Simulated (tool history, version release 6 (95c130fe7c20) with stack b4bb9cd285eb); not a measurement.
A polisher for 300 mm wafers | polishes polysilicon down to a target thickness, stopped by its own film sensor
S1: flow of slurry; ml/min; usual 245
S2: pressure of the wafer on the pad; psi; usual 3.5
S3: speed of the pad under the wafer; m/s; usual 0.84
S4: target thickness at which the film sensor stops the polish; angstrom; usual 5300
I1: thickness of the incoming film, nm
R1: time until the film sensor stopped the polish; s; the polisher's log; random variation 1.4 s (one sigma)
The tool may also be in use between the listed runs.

run	hour	S1	S2	S3	S4	I1	R1
1	0.0	295	3.5	0.84	5300	1436.6	116.2
2	12.4	245	3.5	0.84	5300	1440.4	122.7
3	18.8	245	3.5	0.84	7470	1442.0	92.8
4	35.3	245	3.5	0.84	7470	1437.1	94.3
# hour 50.0: worn pad replaced by a new one
5	66.2	245	3.5	0.84	7470	1441.1	81.5
6	81.3	245	3.5	0.84	5300	1443.9	110.5
7	88.4	245	3.5	0.84	5300	1417.3	109.4
8	96.5	245	3.5	0.84	5300	1436.3	111.3
9	109.1	245	3.5	0.84	4480	1427.7	120.9
10	125.8	245	3.5	0.84	4480	1469.3	129.4
11	138.8	310	3.5	0.72	5300	1465.6	137.1
12	153.4	310	3.5	0.72	5300	1438.2	133.6
13	161.2	310	3.5	0.72	5300	1448.6	136.3
# hour 178.8: slurry nozzle cleaned
14	179.3	245	3.5	0.84	5300	1434.5	119.9
15	191.6	245	3.5	0.84	5300	1445.0	119.2
16	208.4	245	3.5	0.84	5300	1426.2	122.6
17	224.5	245	3.5	0.84	5300	1423.6	121.9
18	233.9	245	3.5	0.84	5300	1425.3	124.6
# hour 266.5: worn pad replaced by a new one
19	284.4	245	3.5	0.84	5300	1415.3	114.9
20	297.7	270	2.6	1.04	7120	1466.0	102.0
21	305.1	175	2.6	0.84	5300	1431.3	162.8
22	312.3	245	2.9	0.84	5300	1432.0	146.8
# hour 314.4: head pressure recalibrated
23	328.6	320	3.5	0.84	5300	1442.4	107.5
24	337.9	245	3.5	0.84	5300	1432.6	108.0
25	379.1	295	3.5	0.84	5300	1452.7	111.2
26	396.4	305	4.5	0.94	5300	1426.8	78.9
27	407.7	245	2.5	0.84	5300	1451.3	149.1
28	420.4	245	3.5	0.94	6750	1434.3	82.3
29	429.0	245	3.5	0.84	5300	1452.6	116.8
30	437.4	270	3.5	0.84	7730	1428.6	81.4
31	451.7	245	2.4	1.12	7950	1453.9	86.7
32	467.8	270	2.7	0.84	5300	1452.6	148.6
# hour 484.7: worn pad replaced by a new one
33	485.2	185	2.3	0.84	4270	1454.7	176.7
34	511.5	245	4.2	0.84	5300	1452.9	92.8
35	523.7	210	3.5	0.84	3600	1445.9	128.4
36	540.2	215	2.9	0.98	7810	1417.7	77.9
37	547.2	245	3.5	0.84	5300	1422.5	104.1

Some steps in R1 between neighbouring runs. How much of each would the tool show without its hidden state too (settings, what came in, random variation), and how much is left for the hidden state, with any gauge scatter that isn't in both results?
The hidden state here: removal rate lost through wear of the pad, %; slurry flow missing at the pad, %; deviation of the head's pressure from its setpoint, %.
Run 4 -> 5: worn pad replaced by a new one. R1 -12.8 s: hidden state -10.9, all else -1.9.
Run 22 -> 23: S1 245 -> 320, S2 2.9 -> 3.5, head pressure recalibrated. R1 -39.3 s: hidden state -19.7, all else -19.6.
Run 26 -> 27: S1 305 -> 245, S2 4.5 -> 2.5, S3 0.94 -> 0.84. R1 +70.2 s: hidden state +6.5, all else +63.7.
Run 27 -> 28: S2 2.5 -> 3.5, S3 0.84 -> 0.94, S4 5300 -> 6750. R1 -66.8 s: hidden state -5.1, all else -61.7.
Run 32 -> 33: S1 270 -> 185, S2 2.7 -> 2.3, S4 5300 -> 4270, worn pad replaced by a new one. R1 +28.1 s: hidden state -13.7, all else +41.8.
Run 33 -> 34: S1 185 -> 245, S2 2.3 -> 4.2, S4 4270 -> 5300. R1 -83.9 s: hidden state -0.6, all else -83.3.
